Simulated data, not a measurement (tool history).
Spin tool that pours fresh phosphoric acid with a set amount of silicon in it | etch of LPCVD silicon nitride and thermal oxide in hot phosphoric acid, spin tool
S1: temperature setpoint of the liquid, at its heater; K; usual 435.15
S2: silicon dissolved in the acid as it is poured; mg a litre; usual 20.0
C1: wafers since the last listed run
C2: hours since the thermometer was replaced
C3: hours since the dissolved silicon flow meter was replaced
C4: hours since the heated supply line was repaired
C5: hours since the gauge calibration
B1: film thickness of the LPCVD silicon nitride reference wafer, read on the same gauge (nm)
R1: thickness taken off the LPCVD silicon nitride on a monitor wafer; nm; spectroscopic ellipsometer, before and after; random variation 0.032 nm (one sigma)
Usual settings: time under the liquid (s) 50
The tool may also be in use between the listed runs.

Run 1, hour 0.0: usual settings; C1 0; C2 1666.5; C3 418.9; C4 2605.0; C5 1135.4; B1 99.976. Result: R1 4.127 nm.
At hour 26.7: gauge calibrated.
Run 2, hour 39.5: usual settings but time under the liquid (s) 70; C1 339; C2 1706.0; C3 458.4; C4 2644.5; C5 12.8; B1 99.994. Result: R1 5.664 nm.
Run 3, hour 89.1: usual settings but time under the liquid (s) 70; C1 426; C2 1755.6; C3 508.0; C4 2694.1; C5 62.4; B1 99.990. Result: R1 5.745 nm.
At hour 128.9: heated supply line repaired.
Run 4, hour 151.3: usual settings but time under the liquid (s) 70; C1 525; C2 1817.8; C3 570.2; C4 22.4; C5 124.6; B1 100.006. Result: R1 5.971 nm.
Run 5, hour 190.3: usual settings but S2 16.0 mg a litre; C1 335; C2 1856.8; C3 609.2; C4 61.4; C5 163.6; B1 99.966. Result: R1 4.315 nm.
At hour 243.5: dissolved silicon flow meter replaced.
Run 6, hour 272.8: usual settings; C1 700; C2 1939.3; C3 29.3; C4 143.9; C5 246.1; B1 99.992. Result: R1 4.218 nm.
Run 7, hour 325.1: usual settings but S1 434.15 K, S2 34.0 mg a litre, time under the liquid (s) 80; C1 449; C2 1991.6; C3 81.6; C4 196.2; C5 298.4; B1 100.009. Result: R1 6.675 nm.
Run 8, hour 411.8: usual settings but time under the liquid (s) 30; C1 745; C2 2078.3; C3 168.3; C4 282.9; C5 385.1; B1 100.006. Result: R1 2.540 nm.
Run 9, hour 500.1: usual settings but S2 33.5 mg a litre; C1 758; C2 2166.6; C3 256.6; C4 371.2; C5 473.4; B1 100.014. Result: R1 4.209 nm.
At hour 535.7: thermometer replaced.
Run 10, hour 782.8: usual settings; C1 2420; C2 247.1; C3 539.3; C4 653.9; C5 756.1; B1 99.995. Result: R1 4.206 nm.
Run 11, hour 825.8: usual settings but S2 30.0 mg a litre; C1 369; C2 290.1; C3 582.3; C4 696.9; C5 799.1; B1 99.999. Result: R1 4.240 nm.
Run 12, hour 919.2: usual settings but S1 432.65 K, time under the liquid (s) 25; C1 802; C2 383.5; C3 675.7; C4 790.3; C5 892.5; B1 99.977. Result: R1 1.929 nm.
Run 13, hour 964.4: usual settings but S2 14.5 mg a litre; C1 388; C2 428.7; C3 720.9; C4 835.5; C5 937.7; B1 100.003. Result: R1 4.217 nm.
At hour 1038.3: dissolved silicon flow meter replaced.
Run 14, hour 1056.9: usual settings but time under the liquid (s) 20; C1 786; C2 521.2; C3 18.6; C4 928.0; C5 1030.2; B1 100.009. Result: R1 1.689 nm.
Run 15, hour 1117.3: usual settings; C1 519; C2 581.6; C3 79.0; C4 988.4; C5 1090.6; B1 99.980. Result: R1 4.191 nm.
Run 16, hour 1210.2: usual settings but time under the liquid (s) 35; C1 798; C2 674.5; C3 171.9; C4 1081.3; C5 1183.5; B1 100.033. Result: R1 2.926 nm.
At hour 1281.2: gauge calibrated.
Run 17, hour 1304.3: usual settings but S1 433.65 K, time under the liquid (s) 70; C1 808; C2 768.6; C3 266.0; C4 1175.4; C5 23.1; B1 99.975. Result: R1 5.587 nm.
Run 18, hour 1346.6: usual settings but S1 437.65 K, S2 26.0 mg a litre, time under the liquid (s) 80; C1 363; C2 810.9; C3 308.3; C4 1217.7; C5 65.4; B1 99.972. Result: R1 7.190 nm.
Run 19, hour 1406.0: usual settings but S1 433.65 K, time under the liquid (s) 60; C1 510; C2 870.3; C3 367.7; C4 1277.1; C5 124.8; B1 99.981. Result: R1 4.798 nm.
Run 20, hour 1452.3: usual settings; C1 397; C2 916.6; C3 414.0; C4 1323.4; C5 171.1; B1 99.998. Result: R1 4.215 nm.
Run 21, hour 1490.0: usual settings; C1 323; C2 954.3; C3 451.7; C4 1361.1; C5 208.8; B1 100.003. Result: R1 4.173 nm.
Run 22, hour 1555.7: usual settings but S1 433.15 K, S2 15.5 mg a litre, time under the liquid (s) 70; C1 564; C2 1020.0; C3 517.4; C4 1426.8; C5 274.5; B1 99.997. Result: R1 5.439 nm.

4 ways to go on from here, each from the tool as it stands after run 22. What would each give?
Run A, hour 1556.1: usual settings; C1 3; C2 1020.4; C3 517.8; C4 1427.2; C5 274.9; B1 ?. Result: R1 ?.
Run B, hour 1556.1: usual settings but S1 436.15 K, S2 33.5 mg a litre, time under the liquid (s) 70; C1 3; C2 1020.4; C3 517.8; C4 1427.2; C5 274.9; B1 ?. Result: R1 ?.
Run C, hour 1556.1: usual settings but time under the liquid (s) 25; C1 3; C2 1020.4; C3 517.8; C4 1427.2; C5 274.9; B1 ?. Result: R1 ?.
Run D, hour 1556.1: usual settings but S1 438.15 K, S2 10.0 mg a litre, time under the liquid (s) 65; C1 3; C2 1020.4; C3 517.8; C4 1427.2; C5 274.9; B1 ?. Result: R1 ?.

run       B1     R1
  A  100.013  4.091
  B  100.013  5.921
  C  100.013  2.045
  D  100.013  5.874
Without the tool's hidden state the same runs would have given:
run     R1
  A  4.205
  B  6.086
  C  2.103
  D  6.037
